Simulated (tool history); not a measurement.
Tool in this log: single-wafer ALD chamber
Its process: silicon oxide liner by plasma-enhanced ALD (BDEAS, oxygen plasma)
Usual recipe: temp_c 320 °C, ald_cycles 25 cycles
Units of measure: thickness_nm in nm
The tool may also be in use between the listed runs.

run	hour	temp_c	ald_cycles	read-back reference wafer on the same gauge, thickness_nm	thickness_nm
1	0.0	320	25	2.831	2.443
2	45.8	320	25	2.826	2.430
3	87.4	320	25	2.829	2.430
4	144.3	320	25	2.822	2.434
5	175.1	320	25	2.825	2.433
6	215.8	320	25	2.823	2.439
7	283.2	320	25	2.822	2.438
8	334.5	320	25	2.823	2.427
9	362.5	320	25	2.819	2.427
10	392.5	320	25	2.817	2.436
11	430.2	320	25	2.822	2.418
12	578.2	320	25	2.847	2.462
13	619.9	310	25	2.844	2.486
14	671.5	320	20	2.840	1.968
15	714.5	315	27	2.837	2.662
16	744.0	320	25	2.834	2.442
17	806.0	310	21	2.829	2.081
18	839.4	320	25	2.829	2.435
19	892.5	320	25	2.830	2.433
20	919.5	320	25	2.828	2.441
21	976.4	331	28	2.824	2.691
22	1000.6	320	25	2.822	2.434
23	1068.7	306	22	2.822	2.180
24	1124.5	326	28	2.821	2.702
25	1161.4	310	24	2.822	2.362
26	1223.4	306	28	2.818	2.762
27	1274.6	329	29	2.818	2.776

Missing from the log above: 2 entries noted between runs. For each, name the pair of listed runs it sits between and say how the tool's hidden condition differs from the listed run just before to the listed run just after:
Between runs 11 and 12: gauge calibrated (hour 440.7)
  gauge reads high (%): -1.42 -> -0.428
  measured value less the no-hidden-state value, thickness_nm: -0.034 -> -0.010 nm
Between runs 21 and 22: thermocouple changed; heater temperature recalibrated (hour 994.5)
  gauge reads high (%): -1.26 -> -1.29
  measured value less the no-hidden-state value, thickness_nm: -0.034 -> -0.032 nm
